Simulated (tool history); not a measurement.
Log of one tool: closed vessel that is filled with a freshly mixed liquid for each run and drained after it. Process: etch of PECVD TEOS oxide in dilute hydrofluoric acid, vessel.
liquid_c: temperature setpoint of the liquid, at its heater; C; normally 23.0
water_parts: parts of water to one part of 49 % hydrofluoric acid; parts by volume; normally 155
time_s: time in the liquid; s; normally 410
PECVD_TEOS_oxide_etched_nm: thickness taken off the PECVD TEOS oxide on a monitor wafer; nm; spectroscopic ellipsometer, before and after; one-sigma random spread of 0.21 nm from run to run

| run | hour | liquid_c | water_parts | time_s | read-back film thickness of the PECVD TEOS oxide reference wafer, read on the same gauge (nm) | PECVD_TEOS_oxide_etched_nm |
|---|---|---|---|---|---|---|
| 1 | 0.0 | 27.0 | 155 | 410 | 140.02 | 35.08 |
| 2 | 35.1 | 27.0 | 155 | 410 | 139.95 | 35.19 |
| 3 | 70.4 | 23.0 | 155 | 515 | 139.98 | 37.52 |
| 4 | 97.1 | 23.0 | 155 | 515 | 139.98 | 37.92 |
| 5 | 129.4 | 23.0 | 155 | 410 | 140.01 | 29.93 |
| 6 | 156.0 | 23.0 | 155 | 410 | 140.00 | 30.06 |
| 7 | 186.1 | 23.0 | 155 | 410 | 139.97 | 29.99 |
| 8 | 217.1 | 21.5 | 155 | 410 | 140.00 | 28.04 |
|  | 224.6 | hydrofluoric acid flow meter replaced |
| 9 | 240.6 | 23.0 | 155 | 410 | 139.98 | 30.15 |
| 10 | 252.6 | 23.0 | 155 | 410 | 139.98 | 30.01 |
| 11 | 278.9 | 23.0 | 155 | 410 | 140.00 | 29.83 |
|  | 308.6 | gauge calibrated |
|  | 313.7 | thermometer replaced |
| 12 | 314.2 | 24.5 | 155 | 410 | 139.97 | 34.64 |
| 13 | 343.2 | 23.0 | 155 | 410 | 139.98 | 32.38 |
| 14 | 377.4 | 23.0 | 155 | 410 | 139.98 | 32.96 |
| 15 | 405.2 | 21.0 | 200 | 340 | 139.99 | 18.57 |
| 16 | 440.7 | 23.0 | 130 | 410 | 140.00 | 39.44 |
| 17 | 469.8 | 21.0 | 155 | 410 | 139.99 | 29.99 |
| 18 | 490.7 | 23.0 | 155 | 410 | 140.01 | 32.54 |
| 19 | 584.2 | 25.0 | 155 | 410 | 140.05 | 34.84 |
| 20 | 613.6 | 19.5 | 100 | 170 | 140.00 | 19.22 |
| 21 | 638.8 | 23.0 | 90 | 410 | 140.02 | 60.79 |
| 22 | 653.6 | 26.0 | 155 | 410 | 140.02 | 36.09 |
| 23 | 688.7 | 24.5 | 100 | 570 | 139.99 | 78.44 |
| 24 | 714.1 | 23.0 | 155 | 260 | 139.99 | 20.49 |

Alternative continuations, all from the tool just after run 24; predict every row:
| A | 714.9 | 27.5 | 155 | 410 | ? | ? |
| B | 714.9 | 23.0 | 180 | 645 | ? | ? |
| C | 714.9 | 18.5 | 155 | 230 | ? | ? |
| D | 714.9 | 26.5 | 120 | 655 | ? | ? |

| run | read-back film thickness of the PECVD TEOS oxide reference wafer, read on the same gauge (nm) | PECVD_TEOS_oxide_etched_nm |
|---|---|---|
| A | 139.96 | 37.73 |
| B | 139.96 | 41.97 |
| C | 139.96 | 14.94 |
| D | 139.96 | 78.28 |
Without the tool's hidden state the same runs would have given:
| run | PECVD_TEOS_oxide_etched_nm |
|---|---|
| A | 38.34 |
| B | 42.67 |
| C | 15.21 |
| D | 79.61 |

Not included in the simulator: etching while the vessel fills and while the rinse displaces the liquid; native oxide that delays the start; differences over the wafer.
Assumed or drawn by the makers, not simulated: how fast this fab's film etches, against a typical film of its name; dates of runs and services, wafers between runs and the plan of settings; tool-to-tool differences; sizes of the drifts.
